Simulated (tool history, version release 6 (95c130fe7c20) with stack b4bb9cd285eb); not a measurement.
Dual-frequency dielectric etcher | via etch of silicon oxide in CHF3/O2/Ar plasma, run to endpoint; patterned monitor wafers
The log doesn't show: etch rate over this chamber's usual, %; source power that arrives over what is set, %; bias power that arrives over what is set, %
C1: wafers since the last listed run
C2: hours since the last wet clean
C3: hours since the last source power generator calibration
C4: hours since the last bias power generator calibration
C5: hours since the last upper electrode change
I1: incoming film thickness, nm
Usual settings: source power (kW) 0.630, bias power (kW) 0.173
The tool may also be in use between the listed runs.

{"run": 1, "day": 0.0, "source power (kW)": 0.63, "bias power (kW)": 0.173, "C1": 0, "C2": 482.9, "C3": 1287.7, "C4": 3408.6, "C5": 3746.2, "I1": 616.4, "endpoint time (s)": 307.5}
{"run": 2, "day": 1.738, "source power (kW)": 0.63, "bias power (kW)": 0.173, "C1": 234, "C2": 524.6, "C3": 1329.4, "C4": 3450.3, "C5": 3787.9, "I1": 617.2, "endpoint time (s)": 308.0}
{"run": 3, "day": 2.238, "source power (kW)": 0.66, "bias power (kW)": 0.173, "C1": 67, "C2": 536.6, "C3": 1341.4, "C4": 3462.3, "C5": 3799.9, "I1": 618.3, "endpoint time (s)": 302.1}
{"run": 4, "day": 2.621, "source power (kW)": 0.66, "bias power (kW)": 0.173, "C1": 51, "C2": 545.8, "C3": 1350.6, "C4": 3471.5, "C5": 3809.1, "I1": 614.1, "endpoint time (s)": 300.6}
{"run": 5, "day": 3.271, "source power (kW)": 0.74, "bias power (kW)": 0.173, "C1": 87, "C2": 561.4, "C3": 1366.2, "C4": 3487.1, "C5": 3824.7, "I1": 622.5, "endpoint time (s)": 287.3}
{"day": 3.95, "done": "bias power generator calibrated"}
{"day": 4.533, "done": "wet clean of the chamber"}
{"run": 6, "day": 4.554, "source power (kW)": 0.71, "bias power (kW)": 0.185, "C1": 72, "C2": 0.5, "C3": 1397.0, "C4": 14.5, "C5": 3855.5, "I1": 618.7, "endpoint time (s)": 277.2}
{"run": 7, "day": 4.571, "source power (kW)": 0.71, "bias power (kW)": 0.185, "C1": 2, "C2": 0.9, "C3": 1397.4, "C4": 14.9, "C5": 3855.9, "I1": 618.2, "endpoint time (s)": 276.1}
{"run": 8, "day": 4.588, "source power (kW)": 0.63, "bias power (kW)": 0.173, "C1": 2, "C2": 1.3, "C3": 1397.8, "C4": 15.3, "C5": 3856.3, "I1": 617.5, "endpoint time (s)": 297.9}
{"run": 9, "day": 4.625, "source power (kW)": 0.63, "bias power (kW)": 0.173, "C1": 5, "C2": 2.2, "C3": 1398.7, "C4": 16.2, "C5": 3857.2, "I1": 619.0, "endpoint time (s)": 297.8}
{"day": 4.846, "done": "source power generator calibrated"}
{"run": 10, "day": 4.996, "source power (kW)": 0.63, "bias power (kW)": 0.173, "C1": 27, "C2": 11.1, "C3": 3.6, "C4": 25.1, "C5": 3866.1, "I1": 615.4, "endpoint time (s)": 299.6}
{"run": 11, "day": 5.562, "source power (kW)": 0.63, "bias power (kW)": 0.173, "C1": 76, "C2": 24.7, "C3": 17.2, "C4": 38.7, "C5": 3879.7, "I1": 614.6, "endpoint time (s)": 298.8}
{"run": 12, "day": 6.254, "source power (kW)": 0.63, "bias power (kW)": 0.173, "C1": 93, "C2": 41.3, "C3": 33.8, "C4": 55.3, "C5": 3896.3, "I1": 620.3, "endpoint time (s)": 300.4}
{"run": 13, "day": 6.612, "source power (kW)": 0.53, "bias power (kW)": 0.135, "C1": 48, "C2": 49.9, "C3": 42.4, "C4": 63.9, "C5": 3904.9, "I1": 614.8, "endpoint time (s)": 342.7}
{"run": 14, "day": 7.462, "source power (kW)": 0.69, "bias power (kW)": 0.209, "C1": 114, "C2": 70.3, "C3": 62.8, "C4": 84.3, "C5": 3925.3, "I1": 623.3, "endpoint time (s)": 274.4}
{"day": 9.117, "done": "upper electrode replaced"}
{"run": 15, "day": 9.138, "source power (kW)": 0.73, "bias power (kW)": 0.151, "C1": 91, "C2": 110.5, "C3": 103.0, "C4": 124.5, "C5": 0.5, "I1": 617.3, "endpoint time (s)": 287.3}
{"run": 16, "day": 9.158, "source power (kW)": 0.63, "bias power (kW)": 0.173, "C1": 2, "C2": 111.0, "C3": 103.5, "C4": 125.0, "C5": 1.0, "I1": 618.1, "endpoint time (s)": 301.0}
{"run": 17, "day": 9.271, "source power (kW)": 0.75, "bias power (kW)": 0.196, "C1": 15, "C2": 113.7, "C3": 106.2, "C4": 127.7, "C5": 3.7, "I1": 615.9, "endpoint time (s)": 266.9}
{"run": 18, "day": 9.817, "source power (kW)": 0.51, "bias power (kW)": 0.186, "C1": 73, "C2": 126.8, "C3": 119.3, "C4": 140.8, "C5": 16.8, "I1": 622.5, "endpoint time (s)": 328.3}
{"run": 19, "day": 10.429, "source power (kW)": 0.52, "bias power (kW)": 0.173, "C1": 82, "C2": 141.5, "C3": 134.0, "C4": 155.5, "C5": 31.5, "I1": 611.6, "endpoint time (s)": 327.9}
{"run": 20, "day": 10.838, "source power (kW)": 0.69, "bias power (kW)": 0.173, "C1": 55, "C2": 151.3, "C3": 143.8, "C4": 165.3, "C5": 41.3, "I1": 612.7, "endpoint time (s)": 285.0}
{"run": 21, "day": 11.562, "source power (kW)": 0.5, "bias power (kW)": 0.141, "C1": 97, "C2": 168.7, "C3": 161.2, "C4": 182.7, "C5": 58.7, "I1": 613.6, "endpoint time (s)": 352.7}
{"run": 22, "day": 11.908, "source power (kW)": 0.67, "bias power (kW)": 0.215, "C1": 46, "C2": 177.0, "C3": 169.5, "C4": 191.0, "C5": 67.0, "I1": 618.8, "endpoint time (s)": 277.8}
{"run": 23, "day": 12.542, "source power (kW)": 0.63, "bias power (kW)": 0.147, "C1": 85, "C2": 192.2, "C3": 184.7, "C4": 206.2, "C5": 82.2, "I1": 620.5, "endpoint time (s)": 314.6}
{"run": 24, "day": 13.154, "source power (kW)": 0.63, "bias power (kW)": 0.173, "C1": 82, "C2": 206.9, "C3": 199.4, "C4": 220.9, "C5": 96.9, "I1": 620.0, "endpoint time (s)": 305.7}

5 ways to go on from here, each from the tool as it stands after run 24. What would each give?
{"run": "A", "day": 13.175, "source power (kW)": 0.63, "bias power (kW)": 0.173, "C1": 2, "C2": 207.4, "C3": 199.9, "C4": 221.4, "C5": 97.4, "I1": 619.9, "endpoint time (s)": "?"}
{"run": "B", "day": 13.175, "source power (kW)": 0.49, "bias power (kW)": 0.139, "C1": 2, "C2": 207.4, "C3": 199.9, "C4": 221.4, "C5": 97.4, "I1": 619.9, "endpoint time (s)": "?"}
{"run": "C", "day": 13.175, "source power (kW)": 0.58, "bias power (kW)": 0.161, "C1": 2, "C2": 207.4, "C3": 199.9, "C4": 221.4, "C5": 97.4, "I1": 619.9, "endpoint time (s)": "?"}
{"run": "D", "day": 13.175, "source power (kW)": 0.71, "bias power (kW)": 0.19, "C1": 2, "C2": 207.4, "C3": 199.9, "C4": 221.4, "C5": 97.4, "I1": 619.9, "endpoint time (s)": "?"}
{"run": "E", "day": 13.175, "source power (kW)": 0.74, "bias power (kW)": 0.145, "C1": 2, "C2": 207.4, "C3": 199.9, "C4": 221.4, "C5": 97.4, "I1": 619.9, "endpoint time (s)": "?"}

run=A endpoint_time_(s)=305.4
run=B endpoint_time_(s)=365.5
run=C endpoint_time_(s)=323.8
run=D endpoint_time_(s)=281.6
run=E endpoint_time_(s)=295.8
Without the tool's hidden state the same runs would have given:
run=A endpoint_time_(s)=301.8
run=B endpoint_time_(s)=361.2
run=C endpoint_time_(s)=320.0
run=D endpoint_time_(s)=278.3
run=E endpoint_time_(s)=292.3
